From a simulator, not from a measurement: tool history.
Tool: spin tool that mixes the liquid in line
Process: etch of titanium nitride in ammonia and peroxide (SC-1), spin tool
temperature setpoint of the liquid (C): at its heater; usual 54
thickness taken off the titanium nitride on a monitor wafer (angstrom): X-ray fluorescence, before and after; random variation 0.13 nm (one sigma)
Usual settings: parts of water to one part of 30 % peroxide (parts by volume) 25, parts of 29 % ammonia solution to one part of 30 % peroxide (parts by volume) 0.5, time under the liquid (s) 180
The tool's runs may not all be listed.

| run | day | temperature setpoint of the liquid (C) | parts of water to one part of 30 % peroxide (parts by volume) | parts of 29 % ammonia solution to one part of 30 % peroxide (parts by volume) | time under the liquid (s) | read-back film thickness of the titanium nitride reference wafer, read on the same gauge (nm) | thickness taken off the titanium nitride on a monitor wafer (angstrom) |
|---|---|---|---|---|---|---|---|
| 1 | 0 | 54 | 25 | 0.5 | 155 | 70 | 141.5 |
| 2 | 3.467 | 54 | 25 | 0.5 | 155 | 70.02 | 144.1 |
| 3 | 5.625 | 54 | 25 | 0.5 | 180 | 70.01 | 170.9 |
| 4 | 7.483 | 54 | 25 | 0.5 | 180 | 70.01 | 167.1 |
| 5 | 8.992 | 54 | 25 | 0.5 | 180 | 70 | 167.3 |
| 6 | 10.8 | 54 | 25 | 0.5 | 180 | 70.01 | 167.2 |
| 7 | 15.1 | 54 | 25 | 0.5 | 180 | 69.99 | 169.7 |
|  | 17.025 | new drum of ammonia solution connected |
| 8 | 19.458 | 54 | 25 | 0.35 | 180 | 69.99 | 160.5 |
|  | 20.433 | heated supply line repaired |
| 9 | 23.567 | 54 | 25 | 0.5 | 180 | 70.03 | 173 |
| 10 | 26.021 | 54 | 25 | 0.5 | 180 | 69.98 | 174.1 |
| 11 | 29.933 | 54 | 25 | 0.5 | 180 | 70.02 | 175.6 |
|  | 31.592 | thermometer replaced |
|  | 32.662 | ammonia flow meter replaced |
| 12 | 33.854 | 54 | 25 | 0.5 | 180 | 69.99 | 163 |
|  | 34.842 | gauge calibrated |
| 13 | 37.808 | 54 | 25 | 0.5 | 180 | 70 | 161.8 |
| 14 | 48.325 | 49 | 29.5 | 0.6 | 180 | 69.98 | 111.7 |
| 15 | 50.825 | 45.5 | 36 | 0.5 | 270 | 70.02 | 112.5 |

The next listed run, before its measurement:
|  | 54.608 | heated supply line repaired |
| 16 | 55.275 | 45 | 18 | 0.5 | 85 | ? | ? |

Run 16 gave read-back film thickness of the titanium nitride reference wafer, read on the same gauge (nm) 70.01, thickness taken off the titanium nitride on a monitor wafer (angstrom) 51.1.
Without the tool's hidden state the same run would have given thickness taken off the titanium nitride on a monitor wafer (angstrom) 48.8.
